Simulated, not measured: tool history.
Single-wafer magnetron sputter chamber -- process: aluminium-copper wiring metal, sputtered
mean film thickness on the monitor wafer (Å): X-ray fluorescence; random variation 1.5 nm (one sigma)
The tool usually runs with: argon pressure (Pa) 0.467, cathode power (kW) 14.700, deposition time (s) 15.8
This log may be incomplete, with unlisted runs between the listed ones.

run	day	argon pressure (Pa)	cathode power (kW)	deposition time (s)	read-back reference wafer on the same gauge, thickness_nm	mean film thickness on the monitor wafer (Å)
1	0.000	0.467	14.700	15.8	336.420	3635.86
2	0.575	0.467	14.700	15.8	335.876	3626.44
3	1.000	0.467	14.700	15.8	336.182	3643.99
4	1.742	0.467	14.700	15.8	335.207	3589.44
5	2.312	0.467	14.700	15.1	335.793	3406.32
6	3.038	0.467	14.700	15.1	335.725	3405.10
7	3.688	0.467	14.700	15.1	336.443	3363.53
8	4.004	0.467	14.700	15.8	336.082	3520.51
9	4.675	0.467	14.700	15.8	335.825	3506.23
# day 5.358: sputter target and shields replaced
# day 5.488: gauge calibrated
10	5.746	0.467	14.700	15.8	335.934	3649.22
11	6.250	0.467	14.700	15.8	335.544	3640.73
12	6.858	0.467	14.700	15.8	335.746	3646.42
13	7.500	0.467	14.700	15.8	335.643	3627.88
# day 7.888: magnet pack replaced
14	8.000	0.467	14.700	15.8	336.407	3611.26
15	8.417	0.467	14.700	15.8	335.798	3592.25
16	8.783	0.549	17.950	15.8	336.402	3867.42
17	9.175	0.467	14.700	15.8	336.495	3590.22
18	9.829	0.467	14.700	15.8	335.845	3572.73
19	10.096	0.612	14.700	16.6	336.409	3504.71
20	10.462	0.534	11.450	18.1	335.873	3465.44
# day 11.271: capacitance manometer re-zeroed and calibrated
21	11.292	0.467	14.700	15.8	336.326	3539.25
22	11.679	0.467	14.700	17.3	336.246	3869.87
# day 12.200: sputter target and shields replaced
23	12.371	0.467	11.700	16.8	336.447	3480.25
24	12.717	0.467	14.700	15.8	336.506	3687.71
25	13.396	0.467	17.200	15.8	336.187	4019.69
26	15.183	0.467	14.700	15.8	336.267	3608.96
27	15.925	0.362	17.550	12.8	336.076	3365.51
28	16.317	0.467	14.700	15.8	335.693	3593.66
29	17.004	0.467	11.850	14.9	335.460	3019.01
30	17.321	0.332	17.300	15.8	336.264	4159.23
# day 17.346: gauge calibrated
31	17.996	0.385	14.700	15.8	336.399	3692.53

The tool's hidden state at each run:
true argon pressure above the setpoint (%): 0, the same for each run
gauge reads high (%): 0, the same for each run
H1: deposition rate above that of a new target (%)
run	H1
1	-1.77
2	-2.18
3	-2.49
4	-3.02
5	-3.44
6	-3.96
7	-4.43
8	-4.66
9	-5.14
10	-0.894
11	-1.26
12	-1.7
13	-2.16
14	-2.52
15	-2.82
16	-3.09
17	-3.37
18	-3.84
19	-4.03
20	-4.3
21	-4.9
22	-5.18
23	-0.245
24	-0.494
25	-0.985
26	-2.28
27	-2.81
28	-3.09
29	-3.59
30	-3.82
31	-4.31

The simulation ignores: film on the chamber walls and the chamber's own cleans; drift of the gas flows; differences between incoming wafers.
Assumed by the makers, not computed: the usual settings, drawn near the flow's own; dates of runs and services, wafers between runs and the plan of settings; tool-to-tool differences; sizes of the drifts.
